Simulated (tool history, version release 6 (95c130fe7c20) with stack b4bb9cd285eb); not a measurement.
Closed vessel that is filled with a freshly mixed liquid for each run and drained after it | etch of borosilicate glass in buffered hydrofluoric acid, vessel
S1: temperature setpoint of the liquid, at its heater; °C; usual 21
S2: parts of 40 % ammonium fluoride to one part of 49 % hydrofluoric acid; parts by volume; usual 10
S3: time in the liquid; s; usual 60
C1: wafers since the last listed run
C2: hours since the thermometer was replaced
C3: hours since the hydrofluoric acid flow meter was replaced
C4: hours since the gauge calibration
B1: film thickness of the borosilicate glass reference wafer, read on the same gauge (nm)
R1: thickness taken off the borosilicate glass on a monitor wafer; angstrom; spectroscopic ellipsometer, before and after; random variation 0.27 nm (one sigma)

| run | day | S1 | S2 | S3 | C1 | C2 | C3 | C4 | B1 | R1 |
|---|---|---|---|---|---|---|---|---|---|---|
| 1 | 0 | 21 | 10 | 60 | 0 | 1391.3 | 691.8 | 940.4 | 50.01 | 641.1 |
| 2 | 1.512 | 21 | 10 | 60 | 3148 | 1427.6 | 728.1 | 976.7 | 50.01 | 649.7 |
| 3 | 3.038 | 21 | 11.5 | 60 | 3174 | 1464.2 | 764.7 | 1013.3 | 49.96 | 563.8 |
| 4 | 4.392 | 21 | 11.5 | 60 | 2819 | 1496.7 | 797.2 | 1045.8 | 50.02 | 564 |
| 5 | 6.446 | 21 | 10 | 60 | 4276 | 1546 | 846.5 | 1095.1 | 50.03 | 647.2 |
| 6 | 8.712 | 21 | 10 | 60 | 4719 | 1600.4 | 900.9 | 1149.5 | 49.96 | 651.2 |
| 7 | 10.642 | 21 | 10 | 85 | 4016 | 1646.7 | 947.2 | 1195.8 | 49.98 | 922.3 |
| 8 | 13.3 | 21 | 10 | 85 | 5534 | 1710.5 | 1011 | 1259.6 | 50.01 | 916.8 |
| 9 | 15.167 | 21 | 10 | 60 | 3886 | 1755.3 | 1055.8 | 1304.4 | 49.99 | 655.1 |
| 10 | 17.421 | 21 | 10 | 60 | 4693 | 1809.4 | 1109.9 | 1358.5 | 49.98 | 651.9 |
| 11 | 20.417 | 24.5 | 10 | 40 | 6237 | 1881.3 | 1181.8 | 1430.4 | 49.99 | 525.9 |
| 12 | 22.612 | 24.5 | 10 | 40 | 4571 | 1934 | 1234.5 | 1483.1 | 50 | 525 |
| 13 | 23.875 | 24.5 | 10 | 40 | 2628 | 1964.3 | 1264.8 | 1513.4 | 50.01 | 528.7 |
| 14 | 26.625 | 21 | 10 | 60 | 5725 | 2030.3 | 1330.8 | 1579.4 | 50.01 | 652.3 |
| 15 | 27.95 | 21 | 10 | 60 | 2758 | 2062.1 | 1362.6 | 1611.2 | 50.02 | 659.7 |

Forecast run 16:
|  | 28.971 | hydrofluoric acid flow meter replaced |
| 16 | 30.796 | 21 | 10 | 95 | 5838 | 2130.4 | 43.8 | 1679.5 | ? | ? |

{"run 16": {"B1": 50.04, "R1": 1039.1}}
Without the tool's hidden state the same run would have given R1 961.1 angstrom.

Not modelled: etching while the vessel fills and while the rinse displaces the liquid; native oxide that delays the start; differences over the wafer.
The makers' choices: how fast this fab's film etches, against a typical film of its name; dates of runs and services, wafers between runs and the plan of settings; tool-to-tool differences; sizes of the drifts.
